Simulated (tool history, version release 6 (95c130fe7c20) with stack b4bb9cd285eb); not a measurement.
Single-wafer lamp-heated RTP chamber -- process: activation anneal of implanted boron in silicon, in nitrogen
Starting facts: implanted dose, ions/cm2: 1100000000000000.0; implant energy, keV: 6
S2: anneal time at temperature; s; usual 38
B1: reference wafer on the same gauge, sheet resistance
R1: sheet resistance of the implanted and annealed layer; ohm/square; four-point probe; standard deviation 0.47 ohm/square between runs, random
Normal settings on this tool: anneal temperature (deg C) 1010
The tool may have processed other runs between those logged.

Run 1, hour 0: usual settings but anneal temperature (deg C) 999, S2 48 s; B1 129.98. Result: R1 137.11 ohm/square.
Run 2, hour 20.1: usual settings but anneal temperature (deg C) 999, S2 48 s; B1 129.92. Result: R1 139.62 ohm/square.
Run 3, hour 42.9: usual settings but anneal temperature (deg C) 999, S2 48 s; B1 130.05. Result: R1 139.11 ohm/square.
Run 4, hour 62.5: usual settings but anneal temperature (deg C) 1003; B1 129.95. Result: R1 140.14 ohm/square.
Run 5, hour 80.8: usual settings but anneal temperature (deg C) 1003; B1 129.98. Result: R1 140.69 ohm/square.
Run 6, hour 112.5: usual settings but anneal temperature (deg C) 1003; B1 129.93. Result: R1 139.33 ohm/square.
Run 7, hour 128: usual settings but S2 50 s; B1 129.99. Result: R1 132.6 ohm/square.
Run 8, hour 140.5: usual settings but S2 50 s; B1 129.9. Result: R1 131.93 ohm/square.
Run 9, hour 156.4: usual settings but S2 50 s; B1 129.88. Result: R1 132.15 ohm/square.
Run 10, hour 187.6: usual settings but anneal temperature (deg C) 1029, S2 53 s; B1 129.98. Result: R1 121.69 ohm/square.
Run 11, hour 210.9: usual settings; B1 130.1. Result: R1 134.75 ohm/square.
Run 12, hour 243.8: usual settings; B1 130.03. Result: R1 136 ohm/square.
Run 13, hour 268.4: usual settings; B1 129.94. Result: R1 136.39 ohm/square.
Run 14, hour 290.6: usual settings; B1 130.12. Result: R1 135.87 ohm/square.
Run 15, hour 325.1: usual settings but anneal temperature (deg C) 1003; B1 129.93. Result: R1 139.36 ohm/square.
Run 16, hour 351.8: usual settings but anneal temperature (deg C) 1020, S2 27 s; B1 129.97. Result: R1 134.33 ohm/square.
Run 17, hour 386.4: usual settings but anneal temperature (deg C) 1022, S2 45 s; B1 129.96. Result: R1 126.64 ohm/square.
Run 18, hour 403.2: usual settings but anneal temperature (deg C) 995, S2 57 s; B1 129.86. Result: R1 137.75 ohm/square.
Run 19, hour 434.6: usual settings but anneal temperature (deg C) 1021, S2 29 s; B1 129.83. Result: R1 131.43 ohm/square.
Run 20, hour 464.5: usual settings but S2 29 s; B1 129.95. Result: R1 139.58 ohm/square.
Run 21, hour 515.3: usual settings but S2 52 s; B1 130. Result: R1 132.49 ohm/square.
Run 22, hour 545.5: usual settings but S2 45 s; B1 129.92. Result: R1 133.38 ohm/square.
Run 23, hour 566.1: usual settings but anneal temperature (deg C) 983, S2 54 s; B1 129.93. Result: R1 147.62 ohm/square.
Run 24, hour 600.3: usual settings but S2 59 s; B1 129.97. Result: R1 129.78 ohm/square.
Run 25, hour 625.4: usual settings but S2 53 s; B1 129.92. Result: R1 130.54 ohm/square.
Run 26, hour 658.5: usual settings but anneal temperature (deg C) 998, S2 50 s; B1 129.91. Result: R1 136.71 ohm/square.

Taken out of this log: 5 entries between the listed runs. Where each belongs, and how the hidden state differs across it:
In the gap between runs 1 and 2: pyrometer window cleaned and pyrometer calibrated (hour 16)
  true wafer temperature minus pyrometer reading, K: 4.65 -> 0.218
  measured less the result without the state, R1: -2.55 -> -0.12 ohm/square
In the gap between runs 11 and 12: pyrometer window cleaned and pyrometer calibrated (hour 223); reflector plate cleaned (hour 230.8)
  true wafer temperature minus pyrometer reading, K: 3.58 -> 0.999
  measured less the result without the state, R1: -1.78 -> -0.5 ohm/square
In the gap between runs 16 and 17: gauge calibrated (hour 375)
  true wafer temperature minus pyrometer reading, K: 2.43 -> 3.32
  measured less the result without the state, R1: -1.24 -> -1.78 ohm/square
In the gap between runs 19 and 20: pyrometer window cleaned and pyrometer calibrated (hour 444.7)
  true wafer temperature minus pyrometer reading, K: 4.92 -> 0.282
  measured less the result without the state, R1: -2.57 -> -0.14 ohm/square
